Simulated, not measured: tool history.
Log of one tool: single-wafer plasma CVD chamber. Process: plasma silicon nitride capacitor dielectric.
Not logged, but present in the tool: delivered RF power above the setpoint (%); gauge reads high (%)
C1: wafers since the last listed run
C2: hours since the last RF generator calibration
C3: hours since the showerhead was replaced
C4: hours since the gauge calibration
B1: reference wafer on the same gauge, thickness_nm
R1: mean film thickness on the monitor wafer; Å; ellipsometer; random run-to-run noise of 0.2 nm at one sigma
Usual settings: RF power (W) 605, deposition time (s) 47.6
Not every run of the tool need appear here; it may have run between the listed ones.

Run 1, day 0: usual settings; C1 0; C2 1110.8; C3 6564.7; C4 190.2; B1 63.683. Result: R1 732.74 Å.
Run 2, day 0.958: usual settings; C1 299; C2 1133.8; C3 6587.7; C4 213.2; B1 63.794. Result: R1 729.72 Å.
Run 3, day 2.238: usual settings; C1 400; C2 1164.5; C3 6618.4; C4 243.9; B1 63.778. Result: R1 735.99 Å.
Run 4, day 3.308: usual settings; C1 334; C2 1190.2; C3 6644.1; C4 269.6; B1 63.762. Result: R1 730.41 Å.
Run 5, day 4.029: usual settings; C1 225; C2 1207.5; C3 6661.4; C4 286.9; B1 63.839. Result: R1 729.09 Å.
Run 6, day 4.583: usual settings but RF power (W) 680; C1 173; C2 1220.8; C3 6674.7; C4 300.2; B1 63.779. Result: R1 757.45 Å.
Run 7, day 5.975: usual settings; C1 435; C2 1254.2; C3 6708.1; C4 333.6; B1 63.835. Result: R1 730.59 Å.
Run 8, day 8.067: usual settings but RF power (W) 530; C1 654; C2 1304.4; C3 6758.3; C4 383.8; B1 63.817. Result: R1 704.41 Å.
Run 9, day 8.858: usual settings but RF power (W) 690; C1 247; C2 1323.4; C3 6777.3; C4 402.8; B1 63.864. Result: R1 756.48 Å.
Run 10, day 10.108: usual settings but RF power (W) 690; C1 390; C2 1353.4; C3 6807.3; C4 432.8; B1 63.838. Result: R1 752.82 Å.
Run 11, day 11.221: usual settings but RF power (W) 690; C1 347; C2 1380.1; C3 6834; C4 459.5; B1 63.815. Result: R1 752.49 Å.
Run 12, day 12.329: usual settings but deposition time (s) 43.1; C1 346; C2 1406.7; C3 6860.6; C4 486.1; B1 63.804. Result: R1 659.41 Å.
Run 13, day 12.833: usual settings but deposition time (s) 43.1; C1 157; C2 1418.8; C3 6872.7; C4 498.2; B1 63.807. Result: R1 657.79 Å.
At day 13.362: showerhead replaced.
Run 14, day 13.383: usual settings but deposition time (s) 44.3; C1 67; C2 1432; C3 0.5; C4 511.4; B1 63.79. Result: R1 678.71 Å.
Run 15, day 15.096: usual settings but deposition time (s) 44.3; C1 535; C2 1473.1; C3 41.6; C4 552.5; B1 63.835. Result: R1 678.04 Å.
Run 16, day 16.142: usual settings but deposition time (s) 44.3; C1 327; C2 1498.2; C3 66.7; C4 577.6; B1 63.74. Result: R1 676.97 Å.
At day 17.038: gauge calibrated.
Run 17, day 17.254: usual settings; C1 347; C2 1524.9; C3 93.4; C4 5.2; B1 63.831. Result: R1 724.62 Å.
Run 18, day 18.071: usual settings; C1 255; C2 1544.5; C3 113; C4 24.8; B1 63.786. Result: R1 726.45 Å.
Run 19, day 18.767: usual settings but RF power (W) 515, deposition time (s) 40.2; C1 217; C2 1561.2; C3 129.7; C4 41.5; B1 63.743. Result: R1 585.83 Å.
Run 20, day 19.7: usual settings but deposition time (s) 54.5; C1 291; C2 1583.6; C3 152.1; C4 63.9; B1 63.724. Result: R1 834.24 Å.
At day 20.212: RF generator calibrated.
Run 21, day 20.95: usual settings but RF power (W) 515, deposition time (s) 51.8; C1 286; C2 17.7; C3 182.1; C4 93.9; B1 63.713. Result: R1 770.75 Å.
Run 22, day 23.646: usual settings but RF power (W) 500, deposition time (s) 44.2; C1 843; C2 82.4; C3 246.8; C4 158.6; B1 63.82. Result: R1 655.78 Å.
Run 23, day 24.712: usual settings; C1 333; C2 108; C3 272.4; C4 184.2; B1 63.768. Result: R1 740.83 Å.
Run 24, day 25.667: usual settings but RF power (W) 500, deposition time (s) 44.2; C1 298; C2 130.9; C3 295.3; C4 207.1; B1 63.773. Result: R1 654.14 Å.
Run 25, day 26.317: usual settings but RF power (W) 680, deposition time (s) 51.1; C1 203; C2 146.5; C3 310.9; C4 222.7; B1 63.842. Result: R1 825.12 Å.
Run 26, day 27.075: usual settings but RF power (W) 720, deposition time (s) 50; C1 237; C2 164.7; C3 329.1; C4 240.9; B1 63.791. Result: R1 817.3 Å.
Run 27, day 28.525: usual settings but deposition time (s) 51.3; C1 453; C2 199.5; C3 363.9; C4 275.7; B1 63.753. Result: R1 800.6 Å.
Run 28, day 32.342: usual settings; C1 1193; C2 291.1; C3 455.5; C4 367.3; B1 63.742. Result: R1 737.93 Å.
Run 29, day 33.417: usual settings but RF power (W) 715, deposition time (s) 54; C1 336; C2 316.9; C3 481.3; C4 393.1; B1 63.838. Result: R1 886.74 Å.
Run 30, day 34.533: usual settings but RF power (W) 515; C1 349; C2 343.7; C3 508.1; C4 419.9; B1 63.809. Result: R1 706.13 Å.
Run 31, day 35.421: usual settings but RF power (W) 495, deposition time (s) 54.8; C1 277; C2 365; C3 529.4; C4 441.2; B1 63.797. Result: R1 804.2 Å.
Run 32, day 36.779: usual settings but deposition time (s) 38.7; C1 424; C2 397.6; C3 562; C4 473.8; B1 63.779. Result: R1 601.39 Å.
Run 33, day 37.8: usual settings; C1 319; C2 422.1; C3 586.5; C4 498.3; B1 63.822. Result: R1 744.35 Å.

Below are 4 alternative next runs, each starting from the tool's condition after run 33. Predict each:
Run A, day 37.817: usual settings; C1 5; C2 422.5; C3 586.9; C4 498.7; B1 ?. Result: R1 ?.
Run B, day 37.817: usual settings but RF power (W) 685, deposition time (s) 52; C1 5; C2 422.5; C3 586.9; C4 498.7; B1 ?. Result: R1 ?.
Run C, day 37.817: usual settings but RF power (W) 490, deposition time (s) 40.7; C1 5; C2 422.5; C3 586.9; C4 498.7; B1 ?. Result: R1 ?.
Run D, day 37.817: usual settings but RF power (W) 520, deposition time (s) 55.9; C1 5; C2 422.5; C3 586.9; C4 498.7; B1 ?. Result: R1 ?.

run      B1      R1
  A  63.787  743.31
  B  63.787  841.07
  C  63.787   599.1
  D  63.787  836.59
With no hidden state in the tool, these same runs would have given:
run      R1
  A   748.4
  B  846.83
  C   603.2
  D  842.32

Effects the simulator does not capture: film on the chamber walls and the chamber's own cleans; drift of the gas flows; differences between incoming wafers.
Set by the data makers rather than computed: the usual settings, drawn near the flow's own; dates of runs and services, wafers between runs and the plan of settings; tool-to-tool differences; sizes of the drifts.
